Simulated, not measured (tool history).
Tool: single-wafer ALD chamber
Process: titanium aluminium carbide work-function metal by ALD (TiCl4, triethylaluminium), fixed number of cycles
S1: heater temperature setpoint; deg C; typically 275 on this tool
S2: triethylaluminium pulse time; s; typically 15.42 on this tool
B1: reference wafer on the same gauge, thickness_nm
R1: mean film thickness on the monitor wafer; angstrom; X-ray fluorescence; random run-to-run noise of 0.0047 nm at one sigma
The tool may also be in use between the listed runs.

run	hour	S1	S2	B1	R1
1	0.0	275	15.42	2.231	18.81
2	13.1	275	15.42	2.231	18.77
3	28.4	275	15.42	2.230	18.83
4	57.7	275	15.42	2.231	18.70
5	76.4	275	15.42	2.231	18.68
6	93.3	275	15.42	2.231	18.78
7	117.8	275	15.42	2.230	18.70
8	143.6	275	15.42	2.230	18.63
9	160.4	275	15.42	2.230	18.72
10	172.7	275	15.42	2.231	18.62
11	198.1	275	12.51	2.229	18.19
12	228.4	275	15.42	2.231	18.53
13	245.8	275	15.42	2.229	18.52
14	296.5	275	15.42	2.229	18.55
15	329.6	279	19.73	2.230	19.17
16	353.3	279	19.73	2.231	19.27
17	384.0	268	21.06	2.231	18.11
# hour 394.0: gauge calibrated
# hour 407.1: thermocouple changed; heater temperature recalibrated
# hour 424.0: triethylaluminium bottle replaced
18	424.5	284	20.63	2.228	19.91
19	440.4	263	17.43	2.232	17.79
20	467.1	288	17.09	2.230	20.29
21	494.4	275	21.52	2.230	18.99

What does the tool deliver on the next run?
22	508.7	269	15.42	?	?

{"run 22": {"B1": 2.229, "R1": 18.24}}
Take away the tool's hidden state, keep the run-to-run variation as it was, and the same run would have given R1 18.24 angstrom.
